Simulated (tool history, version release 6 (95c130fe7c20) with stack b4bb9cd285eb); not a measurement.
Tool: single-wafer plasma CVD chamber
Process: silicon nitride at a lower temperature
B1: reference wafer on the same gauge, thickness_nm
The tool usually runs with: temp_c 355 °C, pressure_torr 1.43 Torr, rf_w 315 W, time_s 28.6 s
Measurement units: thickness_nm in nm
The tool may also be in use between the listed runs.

run 1 day=0.000 | temp_c=355 pressure_torr=1.43 rf_w=315 time_s=28.6 | B1=28.754 | thickness_nm=30.562
run 2 day=0.529 | temp_c=355 pressure_torr=1.43 rf_w=315 time_s=28.6 | B1=28.804 | thickness_nm=30.737
run 3 day=1.571 | temp_c=355 pressure_torr=1.43 rf_w=315 time_s=28.6 | B1=28.809 | thickness_nm=30.537
run 4 day=2.704 | temp_c=355 pressure_torr=1.43 rf_w=315 time_s=28.6 | B1=28.821 | thickness_nm=30.501
run 5 day=3.354 | temp_c=355 pressure_torr=1.43 rf_w=315 time_s=28.6 | B1=28.838 | thickness_nm=30.411
-- day=4.596 RF generator calibrated
run 6 day=4.617 | temp_c=355 pressure_torr=1.43 rf_w=315 time_s=28.6 | B1=28.793 | thickness_nm=32.958
run 7 day=5.317 | temp_c=355 pressure_torr=1.43 rf_w=315 time_s=26.7 | B1=28.792 | thickness_nm=30.953
-- day=6.088 capacitance manometer re-zeroed and calibrated
-- day=6.729 showerhead replaced
-- day=7.688 thermocouple changed; heater temperature recalibrated
run 8 day=7.896 | temp_c=355 pressure_torr=1.43 rf_w=315 time_s=28.6 | B1=28.781 | thickness_nm=32.772
run 9 day=8.767 | temp_c=355 pressure_torr=1.43 rf_w=315 time_s=28.6 | B1=28.822 | thickness_nm=32.898
run 10 day=10.200 | temp_c=355 pressure_torr=1.43 rf_w=315 time_s=28.6 | B1=28.781 | thickness_nm=33.039

Run 11 comes next. What will it give?
-- day=10.254 gauge calibrated
run 11 day=11.179 | temp_c=364 pressure_torr=1.43 rf_w=295 time_s=28.6 | B1=? | thickness_nm=?

Run 11 measured B1 28.785, thickness_nm 30.696 nm.
Without the tool's hidden state the same run would have given thickness_nm 30.801 nm.
